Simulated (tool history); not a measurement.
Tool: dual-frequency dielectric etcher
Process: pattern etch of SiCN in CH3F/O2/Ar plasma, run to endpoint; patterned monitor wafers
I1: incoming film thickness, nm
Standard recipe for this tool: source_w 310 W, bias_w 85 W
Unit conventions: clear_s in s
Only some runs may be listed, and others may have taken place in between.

Run 1, hour 0.0: usual settings but source_w 370 W; I1 8.87. Result: clear_s 23.6 s.
Run 2, hour 34.6: usual settings but source_w 370 W; I1 8.89. Result: clear_s 23.5 s.
Run 3, hour 102.9: usual settings but source_w 260 W, bias_w 101 W; I1 8.93. Result: clear_s 24.1 s.
Run 4, hour 157.4: usual settings but source_w 260 W, bias_w 101 W; I1 9.01. Result: clear_s 24.5 s.
Run 5, hour 221.2: usual settings but source_w 260 W, bias_w 101 W; I1 8.94. Result: clear_s 24.0 s.
Run 6, hour 256.9: usual settings; I1 8.92. Result: clear_s 24.5 s.
Run 7, hour 300.6: usual settings but source_w 290 W; I1 8.89. Result: clear_s 25.0 s.
At hour 357.3: wet clean of the chamber.
Run 8, hour 357.8: usual settings but source_w 290 W; I1 8.83. Result: clear_s 25.4 s.
Run 9, hour 408.2: usual settings but source_w 290 W; I1 8.98. Result: clear_s 26.0 s.
Run 10, hour 433.5: usual settings but source_w 360 W, bias_w 99 W; I1 8.89. Result: clear_s 22.3 s.
At hour 473.6: upper electrode replaced.
Run 11, hour 474.1: usual settings but bias_w 78 W; I1 8.89. Result: clear_s 26.0 s.
Run 12, hour 484.7: usual settings but bias_w 78 W; I1 8.92. Result: clear_s 26.0 s.
Run 13, hour 521.5: usual settings but bias_w 76 W; I1 8.87. Result: clear_s 25.7 s.
Run 14, hour 558.5: usual settings but source_w 330 W; I1 8.92. Result: clear_s 24.4 s.
Run 15, hour 590.1: usual settings but source_w 330 W; I1 8.89. Result: clear_s 24.0 s.
Run 16, hour 658.4: usual settings but source_w 280 W, bias_w 103 W; I1 9.06. Result: clear_s 23.4 s.
At hour 690.5: source power generator calibrated.
Run 17, hour 691.0: usual settings but source_w 390 W; I1 8.94. Result: clear_s 22.9 s.
Run 18, hour 715.8: usual settings but source_w 270 W, bias_w 79 W; I1 8.89. Result: clear_s 25.8 s.
At hour 740.1: wet clean of the chamber.
Run 19, hour 758.2: usual settings but source_w 360 W, bias_w 80 W; I1 8.96. Result: clear_s 25.1 s.
Run 20, hour 815.4: usual settings but bias_w 73 W; I1 8.93. Result: clear_s 26.7 s.
Run 21, hour 873.7: usual settings; I1 8.90. Result: clear_s 24.8 s.
Run 22, hour 921.1: usual settings but bias_w 94 W; I1 8.91. Result: clear_s 23.7 s.
At hour 935.9: bias power generator calibrated.
Run 23, hour 957.7: usual settings but source_w 290 W; I1 8.88. Result: clear_s 25.3 s.
Run 24, hour 1010.2: usual settings but bias_w 104 W; I1 9.00. Result: clear_s 22.7 s.
Run 25, hour 1064.6: usual settings; I1 8.92. Result: clear_s 24.4 s.
Run 26, hour 1097.5: usual settings; I1 8.92. Result: clear_s 24.3 s.
Run 27, hour 1134.4: usual settings but bias_w 93 W; I1 8.94. Result: clear_s 23.5 s.
At hour 1167.1: wet clean of the chamber.
Run 28, hour 1171.1: usual settings but source_w 250 W, bias_w 99 W; I1 8.87. Result: clear_s 25.1 s.
Run 29, hour 1212.8: usual settings but source_w 260 W, bias_w 93 W; I1 8.88. Result: clear_s 25.1 s.
Run 30, hour 1258.6: usual settings but bias_w 92 W; I1 8.89. Result: clear_s 24.3 s.
Run 31, hour 1284.2: usual settings but source_w 230 W, bias_w 75 W; I1 8.91. Result: clear_s 28.9 s.
Run 32, hour 1343.6: usual settings but source_w 280 W, bias_w 75 W; I1 8.92. Result: clear_s 27.2 s.
Run 33, hour 1400.8: usual settings but source_w 250 W; I1 8.96. Result: clear_s 26.5 s.
Run 34, hour 1444.1: usual settings but source_w 270 W, bias_w 77 W; I1 8.89. Result: clear_s 26.8 s.

Alternative continuations, all from the tool just after run 34; predict every row:
Run A, hour 1444.5: usual settings but bias_w 77 W; I1 8.94. Result: clear_s ?.
Run B, hour 1444.5: usual settings but bias_w 71 W; I1 8.94. Result: clear_s ?.
Run C, hour 1444.5: usual settings but source_w 270 W, bias_w 75 W; I1 8.94. Result: clear_s ?.
Run D, hour 1444.5: usual settings but source_w 230 W, bias_w 95 W; I1 8.94. Result: clear_s ?.
Run E, hour 1444.5: usual settings but source_w 380 W, bias_w 73 W; I1 8.94. Result: clear_s ?.

run  clear_s
  A     25.8
  B     26.8
  C     27.2
  D     25.5
  E     24.8
Without the tool's unlogged condition, the same runs would have read:
run  clear_s
  A     26.5
  B     27.5
  C     27.9
  D     26.2
  E     25.5
